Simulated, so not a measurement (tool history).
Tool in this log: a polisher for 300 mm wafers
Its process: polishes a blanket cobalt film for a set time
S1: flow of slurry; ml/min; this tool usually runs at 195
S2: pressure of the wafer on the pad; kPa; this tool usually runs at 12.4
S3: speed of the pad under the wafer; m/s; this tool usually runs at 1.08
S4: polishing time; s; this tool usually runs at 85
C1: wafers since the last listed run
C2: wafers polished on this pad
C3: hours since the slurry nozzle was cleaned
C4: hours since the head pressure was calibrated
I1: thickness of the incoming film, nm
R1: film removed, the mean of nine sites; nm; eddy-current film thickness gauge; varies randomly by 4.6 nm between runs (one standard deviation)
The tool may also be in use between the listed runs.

| run | hour | S1 | S2 | S3 | S4 | C1 | C2 | C3 | C4 | I1 | R1 |
|---|---|---|---|---|---|---|---|---|---|---|---|
| 1 | 0 | 195 | 12.4 | 1.08 | 85 | 0 | 754 | 72.8 | 277.8 | 1141.6 | 403.5 |
| 2 | 47.2 | 195 | 12.4 | 1.08 | 85 | 519 | 1274 | 120 | 325 | 1163.1 | 406.1 |
| 3 | 120.3 | 195 | 12.4 | 1.08 | 102 | 805 | 2079 | 193.1 | 398.1 | 1160.1 | 463.3 |
| 4 | 167.2 | 195 | 12.4 | 1.08 | 102 | 516 | 2596 | 240 | 445 | 1157.3 | 462 |
|  | 221.5 | head pressure recalibrated |
| 5 | 225 | 195 | 13.8 | 1.08 | 103 | 614 | 3210 | 297.8 | 3.5 | 1138.1 | 492.7 |
| 6 | 272.5 | 195 | 13.8 | 1.08 | 103 | 523 | 3733 | 345.3 | 51 | 1150.8 | 498.8 |
| 7 | 349.4 | 175 | 12.4 | 1.08 | 100 | 846 | 4580 | 422.2 | 127.9 | 1135.4 | 413.2 |
|  | 400.5 | slurry nozzle cleaned |
|  | 426 | worn pad replaced by a new one |
| 8 | 426.3 | 175 | 12.4 | 1.08 | 100 | 791 | 3 | 25.8 | 204.8 | 1136.8 | 482.8 |
| 9 | 505.4 | 175 | 12.4 | 1.08 | 100 | 871 | 874 | 104.9 | 283.9 | 1145 | 469.8 |
| 10 | 557.7 | 195 | 12.4 | 0.9 | 85 | 575 | 1450 | 157.2 | 336.2 | 1129.5 | 331.5 |
|  | 614 | head pressure recalibrated |
| 11 | 659.5 | 195 | 12.4 | 0.9 | 85 | 1099 | 2549 | 259 | 45.5 | 1140 | 311 |
| 12 | 741.5 | 195 | 12.4 | 1.08 | 85 | 903 | 3453 | 341 | 127.5 | 1161.4 | 374.2 |
| 13 | 825.7 | 195 | 12.4 | 1.08 | 85 | 927 | 4380 | 425.2 | 211.7 | 1167.9 | 360.5 |
|  | 878.4 | worn pad replaced by a new one |
| 14 | 915.7 | 195 | 12.4 | 1.08 | 85 | 947 | 410 | 515.2 | 301.7 | 1150.2 | 389.4 |
|  | 939.5 | slurry nozzle cleaned |
| 15 | 999.2 | 260 | 12.4 | 1.08 | 75 | 908 | 1319 | 59.7 | 385.2 | 1147.2 | 371.4 |
|  | 1042.7 | head pressure recalibrated |
| 16 | 1103.4 | 195 | 12.4 | 1.08 | 85 | 1125 | 2444 | 163.9 | 60.7 | 1154.9 | 379.6 |
| 17 | 1142.7 | 155 | 14.5 | 0.9 | 108 | 432 | 2877 | 203.2 | 100 | 1153.6 | 461.8 |
| 18 | 1200.2 | 195 | 15.9 | 1.08 | 85 | 633 | 3510 | 260.7 | 157.5 | 1160.1 | 477.3 |
|  | 1256.9 | worn pad replaced by a new one |
| 19 | 1396.1 | 195 | 15.9 | 1.24 | 64 | 2113 | 1532 | 456.6 | 353.4 | 1150.4 | 401.6 |
|  | 1427.5 | head pressure recalibrated |
| 20 | 1498.6 | 195 | 12.4 | 0.92 | 56 | 1106 | 2639 | 559.1 | 71.1 | 1158.2 | 200.4 |
|  | 1522.6 | slurry nozzle cleaned |
| 21 | 1596 | 195 | 12.4 | 1.08 | 85 | 1061 | 3701 | 73.4 | 168.5 | 1150.1 | 380 |
| 22 | 1665.7 | 195 | 12.4 | 0.76 | 85 | 767 | 4468 | 143.1 | 238.2 | 1161.5 | 260.9 |
|  | 1734 | worn pad replaced by a new one |
| 23 | 1740.3 | 195 | 8.3 | 0.8 | 85 | 777 | 69 | 217.7 | 312.8 | 1151.5 | 200.7 |
| 24 | 1802.6 | 165 | 12.4 | 0.84 | 85 | 686 | 755 | 280 | 375.1 | 1138.9 | 293.3 |
|  | 1829.1 | head pressure recalibrated |
| 25 | 1887.3 | 245 | 15.2 | 1.42 | 66 | 910 | 1665 | 364.7 | 58.2 | 1143.5 | 496.8 |
| 26 | 1945.2 | 230 | 9 | 1.24 | 100 | 637 | 2303 | 422.6 | 116.1 | 1173.5 | 373.4 |
|  | 2047.8 | slurry nozzle cleaned |
| 27 | 2096.8 | 195 | 12.4 | 1.08 | 85 | 1658 | 3962 | 49 | 267.7 | 1143 | 375 |
| 28 | 2138.5 | 195 | 12.4 | 1.08 | 85 | 459 | 4421 | 90.7 | 309.4 | 1152 | 373 |
|  | 2148.7 | worn pad replaced by a new one |
| 29 | 2222.3 | 195 | 13.8 | 1.08 | 85 | 878 | 810 | 174.5 | 393.2 | 1150.5 | 439.9 |

Each row is a separate what-if for the run after 29, all from the same tool condition, not one after another. Results?
| A | 2222.8 | 195 | 12.4 | 1.08 | 85 | 5 | 815 | 175 | 393.7 | 1150 | ? |
| B | 2222.8 | 155 | 12.4 | 1.08 | 63 | 5 | 815 | 175 | 393.7 | 1150 | ? |
| C | 2222.8 | 195 | 12.4 | 1.08 | 114 | 5 | 815 | 175 | 393.7 | 1150 | ? |
| D | 2222.8 | 195 | 12.4 | 1.08 | 108 | 5 | 815 | 175 | 393.7 | 1150 | ? |
| E | 2222.8 | 130 | 9.7 | 1.28 | 108 | 5 | 815 | 175 | 393.7 | 1150 | ? |

| run | R1 |
|---|---|
| A | 395.8 |
| B | 281.3 |
| C | 530.8 |
| D | 502.8 |
| E | 428 |
The same runs, with their run-to-run variation unchanged, on a tool lacking any hidden condition would have given:
| run | R1 |
|---|---|
| A | 418.8 |
| B | 300.3 |
| C | 561.6 |
| D | 532.1 |
| E | 460.5 |

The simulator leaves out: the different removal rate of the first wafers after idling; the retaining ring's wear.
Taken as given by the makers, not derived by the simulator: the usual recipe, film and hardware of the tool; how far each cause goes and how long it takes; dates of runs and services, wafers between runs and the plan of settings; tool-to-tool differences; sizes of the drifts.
